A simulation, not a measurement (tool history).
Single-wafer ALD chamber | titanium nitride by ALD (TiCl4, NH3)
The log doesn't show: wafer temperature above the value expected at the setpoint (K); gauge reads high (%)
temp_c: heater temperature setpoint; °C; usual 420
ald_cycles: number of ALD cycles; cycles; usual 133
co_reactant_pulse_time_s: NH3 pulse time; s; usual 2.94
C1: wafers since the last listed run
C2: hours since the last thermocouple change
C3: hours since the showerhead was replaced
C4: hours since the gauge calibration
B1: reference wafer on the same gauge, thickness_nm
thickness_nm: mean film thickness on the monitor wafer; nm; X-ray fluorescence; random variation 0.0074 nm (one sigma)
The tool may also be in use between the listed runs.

run 1 day=0 | temp_c=420 ald_cycles=133 co_reactant_pulse_time_s=2.94 | C1=0 C2=2873.6 C3=7047.9 C4=137.6 | B1=2.386 | thickness_nm=2.974
run 2 day=0.771 | temp_c=420 ald_cycles=133 co_reactant_pulse_time_s=2.94 | C1=24 C2=2892.1 C3=7066.4 C4=156.1 | B1=2.389 | thickness_nm=2.999
run 3 day=1.654 | temp_c=431 ald_cycles=133 co_reactant_pulse_time_s=2.94 | C1=28 C2=2913.3 C3=7087.6 C4=177.3 | B1=2.389 | thickness_nm=2.984
run 4 day=2.338 | temp_c=420 ald_cycles=133 co_reactant_pulse_time_s=2.94 | C1=22 C2=2929.7 C3=7104 C4=193.7 | B1=2.391 | thickness_nm=2.988
run 5 day=3.333 | temp_c=420 ald_cycles=133 co_reactant_pulse_time_s=2.94 | C1=32 C2=2953.6 C3=7127.9 C4=217.6 | B1=2.396 | thickness_nm=2.989
run 6 day=4.525 | temp_c=420 ald_cycles=133 co_reactant_pulse_time_s=2.94 | C1=38 C2=2982.2 C3=7156.5 C4=246.2 | B1=2.397 | thickness_nm=2.981
run 7 day=5.954 | temp_c=420 ald_cycles=133 co_reactant_pulse_time_s=2.94 | C1=46 C2=3016.5 C3=7190.8 C4=280.5 | B1=2.396 | thickness_nm=3
run 8 day=7.417 | temp_c=429 ald_cycles=133 co_reactant_pulse_time_s=2.94 | C1=47 C2=3051.6 C3=7225.9 C4=315.6 | B1=2.401 | thickness_nm=2.993
run 9 day=8.05 | temp_c=429 ald_cycles=133 co_reactant_pulse_time_s=2.94 | C1=20 C2=3066.8 C3=7241.1 C4=330.8 | B1=2.402 | thickness_nm=2.983
run 10 day=8.912 | temp_c=412 ald_cycles=133 co_reactant_pulse_time_s=2.94 | C1=27 C2=3087.5 C3=7261.8 C4=351.5 | B1=2.402 | thickness_nm=2.986
-- day=9.588 thermocouple changed; heater temperature recalibrated
run 11 day=9.667 | temp_c=420 ald_cycles=133 co_reactant_pulse_time_s=2.61 | C1=13 C2=1.9 C3=7279.9 C4=369.6 | B1=2.401 | thickness_nm=2.987
run 12 day=10.962 | temp_c=420 ald_cycles=133 co_reactant_pulse_time_s=2.94 | C1=41 C2=33 C3=7311 C4=400.7 | B1=2.403 | thickness_nm=3.003
run 13 day=11.975 | temp_c=407 ald_cycles=133 co_reactant_pulse_time_s=2.94 | C1=32 C2=57.3 C3=7335.3 C4=425 | B1=2.404 | thickness_nm=2.992
-- day=12.542 showerhead replaced
run 14 day=16.104 | temp_c=420 ald_cycles=133 co_reactant_pulse_time_s=2.09 | C1=122 C2=156.4 C3=85.5 C4=524.1 | B1=2.405 | thickness_nm=2.964
run 15 day=17.162 | temp_c=420 ald_cycles=133 co_reactant_pulse_time_s=2.94 | C1=34 C2=181.8 C3=110.9 C4=549.5 | B1=2.408 | thickness_nm=3.01
-- day=18.258 gauge calibrated
run 16 day=18.288 | temp_c=420 ald_cycles=133 co_reactant_pulse_time_s=2.94 | C1=36 C2=208.8 C3=137.9 C4=0.7 | B1=2.369 | thickness_nm=2.97
run 17 day=21.746 | temp_c=420 ald_cycles=133 co_reactant_pulse_time_s=2.41 | C1=112 C2=291.8 C3=220.9 C4=83.7 | B1=2.383 | thickness_nm=2.968
run 18 day=22.467 | temp_c=424 ald_cycles=146 co_reactant_pulse_time_s=3.57 | C1=23 C2=309.1 C3=238.2 C4=101 | B1=2.387 | thickness_nm=3.296
run 19 day=23.217 | temp_c=411 ald_cycles=159 co_reactant_pulse_time_s=2.94 | C1=24 C2=327.1 C3=256.2 C4=119 | B1=2.39 | thickness_nm=3.566

Hidden state or all else? Some run-to-run changes of thickness_nm, split into what the settings, what came in and random variation would give without the hidden state, and what is left for the hidden state (with any gauge scatter that isn't in both results):
Run 15 -> 16: gauge calibrated. thickness_nm -0.04 nm: hidden state -0.046, all else +0.006.
Run 17 -> 18: temp_c 420 -> 424, ald_cycles 133 -> 146, co_reactant_pulse_time_s 2.41 -> 3.57. thickness_nm +0.328 nm: hidden state +0.005, all else +0.323.
